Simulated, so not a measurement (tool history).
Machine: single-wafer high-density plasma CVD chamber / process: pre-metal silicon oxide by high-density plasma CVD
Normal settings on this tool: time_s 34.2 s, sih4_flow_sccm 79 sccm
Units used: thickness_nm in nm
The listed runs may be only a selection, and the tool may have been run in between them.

| run | hour | time_s | sih4_flow_sccm | read-back reference wafer on the same gauge, thickness_nm | thickness_nm |
|---|---|---|---|---|---|
| 1 | 0 | 34.2 | 87 | 274.04 | 292.082 |
| 2 | 52 | 34.2 | 79 | 274.042 | 267.788 |
| 3 | 77.8 | 34.2 | 79 | 274.154 | 267.404 |
| 4 | 102 | 34.2 | 79 | 274.005 | 267.263 |
| 5 | 149.4 | 34.2 | 79 | 274.079 | 268.348 |
| 6 | 210.8 | 34.2 | 79 | 274.124 | 268.365 |
|  | 245.3 | gauge calibrated |
| 7 | 275.1 | 34.2 | 79 | 273.994 | 267.79 |
| 8 | 317.4 | 36.6 | 84 | 273.943 | 303.893 |
| 9 | 383.2 | 34.2 | 79 | 273.982 | 267.984 |
|  | 430.6 | silane flow controller replaced |
| 10 | 440.2 | 31.6 | 69 | 274.049 | 210.018 |
| 11 | 470.9 | 34.2 | 67 | 273.92 | 222.281 |
| 12 | 634.4 | 40.3 | 79 | 273.975 | 303.917 |
| 13 | 663.5 | 39.6 | 83 | 274.016 | 313.211 |
| 14 | 711.1 | 39.8 | 94 | 273.86 | 352.834 |

Selected run-to-run steps in thickness_nm, each split into two signed amounts: the part the tool would show with no hidden state at all (from settings, incoming material and random variation), and the remainder, which goes to the hidden state together with any gauge scatter not common to the measured and the hidden-state-free results:
Hidden state present: delivered silane flow above the setpoint (%); gauge reads high (%).
Run 9 -> 10: time_s 34.2 -> 31.6, sih4_flow_sccm 79 -> 69, silane flow controller replaced. thickness_nm -57.966 nm: hidden state -11.784, all else -46.182.
Run 11 -> 12: time_s 34.2 -> 40.3, sih4_flow_sccm 67 -> 79. thickness_nm +81.636 nm: hidden state +2.135, all else +79.501.

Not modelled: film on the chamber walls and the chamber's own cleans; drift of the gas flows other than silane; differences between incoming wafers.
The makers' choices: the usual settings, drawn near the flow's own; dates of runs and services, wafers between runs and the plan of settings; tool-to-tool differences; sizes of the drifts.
